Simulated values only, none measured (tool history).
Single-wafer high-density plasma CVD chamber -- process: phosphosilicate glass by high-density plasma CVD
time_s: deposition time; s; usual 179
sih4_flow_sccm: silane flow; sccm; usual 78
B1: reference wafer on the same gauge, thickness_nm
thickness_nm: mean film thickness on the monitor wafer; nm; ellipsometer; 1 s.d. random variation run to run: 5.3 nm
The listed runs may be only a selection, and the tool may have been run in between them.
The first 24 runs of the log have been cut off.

{"run": 25, "day": 53.338, "time_s": 179, "sih4_flow_sccm": 78, "B1": 1599.172, "thickness_nm": 1493.919}
{"run": 26, "day": 55.083, "time_s": 156, "sih4_flow_sccm": 91, "B1": 1600.403, "thickness_nm": 1399.33}
{"run": 27, "day": 56.171, "time_s": 179, "sih4_flow_sccm": 78, "B1": 1598.946, "thickness_nm": 1485.991}
{"run": 28, "day": 57.338, "time_s": 200, "sih4_flow_sccm": 83, "B1": 1599.838, "thickness_nm": 1715.213}
{"run": 29, "day": 58.421, "time_s": 152, "sih4_flow_sccm": 78, "B1": 1596.821, "thickness_nm": 1257.63}
{"run": 30, "day": 61.2, "time_s": 166, "sih4_flow_sccm": 85, "B1": 1601.161, "thickness_nm": 1431.821}
{"run": 31, "day": 62.696, "time_s": 201, "sih4_flow_sccm": 78, "B1": 1599.627, "thickness_nm": 1658.11}
{"run": 32, "day": 65.658, "time_s": 210, "sih4_flow_sccm": 88, "B1": 1601.322, "thickness_nm": 1844.985}
{"run": 33, "day": 67.738, "time_s": 179, "sih4_flow_sccm": 78, "B1": 1597.36, "thickness_nm": 1479.586}

Consider 4 possible next runs. They are alternatives, not a sequence: every one starts from the tool as it was left by run 33. What does each give?
{"run": "A", "day": 67.754, "time_s": 203, "sih4_flow_sccm": 78, "B1": "?", "thickness_nm": "?"}
{"run": "B", "day": 67.754, "time_s": 204, "sih4_flow_sccm": 71, "B1": "?", "thickness_nm": "?"}
{"run": "C", "day": 67.754, "time_s": 204, "sih4_flow_sccm": 68, "B1": "?", "thickness_nm": "?"}
{"run": "D", "day": 67.754, "time_s": 199, "sih4_flow_sccm": 84, "B1": "?", "thickness_nm": "?"}

run=A B1=1599.939 thickness_nm=1676.475
run=B B1=1599.939 thickness_nm=1609.137
run=C B1=1599.939 thickness_nm=1576.738
run=D B1=1599.939 thickness_nm=1706.651
With the hidden condition removed and each run's random variation left untouched, the same runs would have given:
run=A thickness_nm=1699.867
run=B thickness_nm=1631.589
run=C thickness_nm=1598.738
run=D thickness_nm=1730.464

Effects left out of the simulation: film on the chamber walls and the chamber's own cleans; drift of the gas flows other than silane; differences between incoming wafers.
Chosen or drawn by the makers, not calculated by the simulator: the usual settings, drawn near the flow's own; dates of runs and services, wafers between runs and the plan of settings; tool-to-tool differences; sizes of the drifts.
